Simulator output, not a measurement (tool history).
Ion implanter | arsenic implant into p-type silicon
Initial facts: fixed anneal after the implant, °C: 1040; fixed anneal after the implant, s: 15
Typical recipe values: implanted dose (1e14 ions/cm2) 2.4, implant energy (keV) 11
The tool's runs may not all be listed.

run   hour  implanted dose (1e14 ions/cm2)  implant energy (keV)  wafers since the last listed run  hours since the last dose calibration  hours since the extraction supply was calibrated  hours since the gauge calibration  read-back reference wafer on the same gauge, sheet resistance  sheet resistance of the implanted and annealed layer (ohm/square)
  1      0                             2.4                    11                                 0                                 1082.4                                            3925.9                              497.3                                                         449.15                                                              410.8
  2    6.3                             2.4                    11                               119                                 1088.7                                            3932.2                              503.6                                                         449.05                                                             410.88
  3   15.4                             2.4                    11                               172                                 1097.8                                            3941.3                              512.7                                                         449.07                                                             411.24
  4   28.8                            2.91                    11                               253                                 1111.2                                            3954.7                              526.1                                                         448.94                                                             354.23
  5   41.8                             2.4                    11                               245                                 1124.2                                            3967.7                              539.1                                                         449.09                                                             414.23
  6   58.8                             2.4                    11                               321                                 1141.2                                            3984.7                              556.1                                                         449.08                                                             412.69
  7   71.7                            2.67                   9.5                               243                                 1154.1                                            3997.6                                569                                                         448.78                                                             384.62
  8   89.2                             2.4                    11                               330                                 1171.6                                            4015.1                              586.5                                                         449.03                                                             410.16
      97.3  -- Faraday cup replaced and dose calibrated
     107.6  -- extraction supply calibrated
  9  108.1                            2.15                    11                                54                                   10.8                                               0.5                              605.4                                                         449.21                                                              461.9
 10    112                             2.4                    11                                73                                   14.7                                               4.4                              609.3                                                         448.99                                                             421.98
 11  121.6                             2.4                    11                               181                                   24.3                                                14                              618.9                                                          449.3                                                              421.2
 12  136.4                             2.4                    11                               279                                   39.1                                              28.8                              633.7                                                         449.15                                                             424.23
     149.9  -- gauge calibrated
 13  151.2                             2.4                    11                               279                                   53.9                                              43.6                                1.3                                                         449.06                                                             420.28
 14    158                            2.08                     8                               128                                   60.7                                              50.4                                8.1                                                         449.13                                                             486.13
 15  187.9                            1.87                    12                               565                                   90.6                                              80.3                                 38                                                         448.78                                                             510.69
 16  203.7                             2.4                    13                               298                                  106.4                                              96.1                               53.8                                                          448.6                                                             414.66
 17  211.1                             2.4                    11                               139                                  113.8                                             103.5                               61.2                                                          448.9                                                             420.64
 18  217.9                            2.01                  14.5                               128                                  120.6                                             110.3                                 68                                                         449.05                                                             469.84
 19  232.8                             2.4                  12.5                               281                                  135.5                                             125.2                               82.9                                                         448.93                                                             415.33
 20  253.7                            2.15                    11                               395                                  156.4                                             146.1                              103.8                                                         448.93                                                             457.08
 21  266.9                            1.75                  14.5                               249                                  169.6                                             159.3                                117                                                         448.88                                                             520.97
 22  275.7                            2.77                    14                               166                                  178.4                                             168.1                              125.8                                                          449.2                                                             366.33
 23  293.1                            1.91                   8.5                               329                                  195.8                                             185.5                              143.2                                                         449.04                                                             515.85
 24  308.5                            1.72                     9                               291                                  211.2                                             200.9                              158.6                                                         449.02                                                              556.2
 25  320.2                            2.67                    11                               221                                  222.9                                             212.6                              170.3                                                         448.52                                                             386.63
 26  328.4                             1.7                    11                               155                                  231.1                                             220.8                              178.5                                                         448.95                                                             548.74
 27  336.4                            2.04                   8.5                               151                                  239.1                                             228.8                              186.5                                                         449.16                                                             487.46
 28  343.9                            2.77                    14                               141                                  246.6                                             236.3                                194                                                         449.19                                                             369.07
 29  355.7                             1.8                     8                               223                                  258.4                                             248.1                              205.8                                                         449.06                                                             539.56
 30  364.1                            2.01                    11                               158                                  266.8                                             256.5                              214.2                                                         449.05                                                             485.01
 31  381.6                            1.72                     9                               330                                  284.3                                               274                              231.7                                                         448.83                                                             554.67
 32  389.8                            2.77                    14                               155                                  292.5                                             282.2                              239.9                                                          448.7                                                             366.25
 33  406.6                            2.08                     8                               317                                  309.3                                               299                              256.7                                                         449.03                                                             482.63
 34    420                            2.78                   8.5                               253                                  322.7                                             312.4                              270.1                                                         449.25                                                              380.5
 35  432.3                             1.7                    11                               232                                    335                                             324.7                              282.4                                                         448.74                                                             545.07
 36  449.9                             2.4                    10                               332                                  352.6                                             342.3                                300                                                         449.15                                                             420.61
 37  461.5                            2.84                    14                               219                                  364.2                                             353.9                              311.6                                                         449.07                                                             359.38
 38  475.4                             2.4                    11                               262                                  378.1                                             367.8                              325.5                                                         449.15                                                             417.98

Hidden state or all else? Some run-to-run changes of sheet resistance of the implanted and annealed layer (ohm/square), split into what the settings, what came in and random variation would give without the hidden state, and what is left for the hidden state (with any gauge scatter that isn't in both results):
The hidden state here: deviation of the true dose from the Faraday cup's reading, %; deviation of the true energy from its setpoint, %; gauge reads high (%).
Run 4 -> 5: implanted dose (1e14 ions/cm2) 2.91 -> 2.4. sheet resistance of the implanted and annealed layer (ohm/square) +60: hidden state -1.79, all else +61.79.
Run 8 -> 9: implanted dose (1e14 ions/cm2) 2.4 -> 2.15, Faraday cup replaced and dose calibrated, extraction supply calibrated. sheet resistance of the implanted and annealed layer (ohm/square) +51.74: hidden state +10.86, all else +40.88.
Run 24 -> 25: implanted dose (1e14 ions/cm2) 1.72 -> 2.67, implant energy (keV) 9 -> 11. sheet resistance of the implanted and annealed layer (ohm/square) -169.57: hidden state +1.11, all else -170.68.
Run 28 -> 29: implanted dose (1e14 ions/cm2) 2.77 -> 1.8, implant energy (keV) 14 -> 8. sheet resistance of the implanted and annealed layer (ohm/square) +170.49: hidden state -1.67, all else +172.16.
Run 31 -> 32: implanted dose (1e14 ions/cm2) 1.72 -> 2.77, implant energy (keV) 9 -> 14. sheet resistance of the implanted and annealed layer (ohm/square) -188.42: hidden state +1.73, all else -190.15.
Run 34 -> 35: implanted dose (1e14 ions/cm2) 2.78 -> 1.7, implant energy (keV) 8.5 -> 11. sheet resistance of the implanted and annealed layer (ohm/square) +164.57: hidden state -1.8, all else +166.37.
